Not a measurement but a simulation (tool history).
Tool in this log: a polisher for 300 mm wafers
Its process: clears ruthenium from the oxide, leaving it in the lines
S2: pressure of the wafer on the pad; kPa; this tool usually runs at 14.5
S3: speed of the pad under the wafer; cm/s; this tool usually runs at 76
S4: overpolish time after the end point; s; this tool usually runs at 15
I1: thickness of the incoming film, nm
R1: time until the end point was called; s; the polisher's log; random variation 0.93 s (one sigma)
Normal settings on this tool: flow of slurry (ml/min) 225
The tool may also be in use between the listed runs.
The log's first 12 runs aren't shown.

Run 13, day 11.617: usual settings but S2 11.7 kPa; I1 89.2. Result: R1 96.8 s.
Run 14, day 14.146: usual settings but S2 11.7 kPa; I1 90.0. Result: R1 101.1 s.
Run 15, day 18.083: usual settings but S4 10 s; I1 90.1. Result: R1 94.5 s.
Run 16, day 19.200: usual settings; I1 90.1. Result: R1 94.4 s.
At day 19.738: worn pad replaced by a new one.
Run 17, day 20.304: usual settings; I1 89.4. Result: R1 96.0 s.
At day 20.838: head pressure recalibrated.
Run 18, day 21.804: usual settings; I1 90.1. Result: R1 96.8 s.
Run 19, day 22.946: usual settings; I1 89.9. Result: R1 95.6 s.
Run 20, day 24.196: usual settings but flow of slurry (ml/min) 160; I1 89.6. Result: R1 114.7 s.
Run 21, day 24.800: usual settings; I1 89.9. Result: R1 97.7 s.
Run 22, day 26.183: usual settings but S2 10.3 kPa, S4 8 s; I1 89.8. Result: R1 115.2 s.
Run 23, day 27.017: usual settings; I1 89.9. Result: R1 99.4 s.
Run 24, day 27.788: usual settings but flow of slurry (ml/min) 185, S2 17.2 kPa, S3 88 cm/s, S4 23 s; I1 89.4. Result: R1 85.6 s.
At day 29.042: worn pad replaced by a new one.
Run 25, day 29.096: usual settings but S2 12.4 kPa, S3 58 cm/s; I1 90.0. Result: R1 138.3 s.
Run 26, day 30.412: usual settings; I1 89.9. Result: R1 102.1 s.
At day 30.675: slurry nozzle cleaned.
Run 27, day 30.925: usual settings but flow of slurry (ml/min) 280; I1 89.8. Result: R1 82.5 s.
Run 28, day 31.954: usual settings; I1 90.4. Result: R1 85.5 s.
Run 29, day 33.021: usual settings but flow of slurry (ml/min) 180, S2 15.9 kPa; I1 89.8. Result: R1 86.5 s.
Run 30, day 33.738: usual settings but flow of slurry (ml/min) 175, S2 15.9 kPa, S3 98 cm/s, S4 22 s; I1 90.4. Result: R1 68.9 s.
Run 31, day 34.775: usual settings but S4 11 s; I1 88.0. Result: R1 88.0 s.
At day 38.825: worn pad replaced by a new one.
Run 32, day 38.846: usual settings but S2 18.6 kPa, S3 58 cm/s, S4 19 s; I1 90.9. Result: R1 108.0 s.
Run 33, day 41.692: usual settings but flow of slurry (ml/min) 250, S2 13.1 kPa, S3 82 cm/s, S4 11 s; I1 89.1. Result: R1 85.5 s.
Run 34, day 42.296: usual settings but S2 18.6 kPa, S3 92 cm/s; I1 90.4. Result: R1 68.8 s.

Each row is a separate what-if for the run after 34, all from the same tool condition, not one after another. Results?
Run A, day 42.317: usual settings; I1 91.6. Result: R1 ?.
Run B, day 42.317: usual settings but S4 7 s; I1 91.6. Result: R1 ?.
Run C, day 42.317: usual settings but S2 10.3 kPa, S3 52 cm/s; I1 91.6. Result: R1 ?.
Run D, day 42.317: usual settings but S2 12.4 kPa, S3 68 cm/s, S4 10 s; I1 91.6. Result: R1 ?.
Run E, day 42.317: usual settings but flow of slurry (ml/min) 260, S2 9.7 kPa, S3 98 cm/s, S4 11 s; I1 91.6. Result: R1 ?.

run     R1
  A   95.7
  B   95.7
  C  162.8
  D  115.1
  E   85.4
What these runs would have given with no unlogged condition in the tool:
run     R1
  A   85.1
  B   85.1
  C  144.8
  D  102.4
  E   77.4
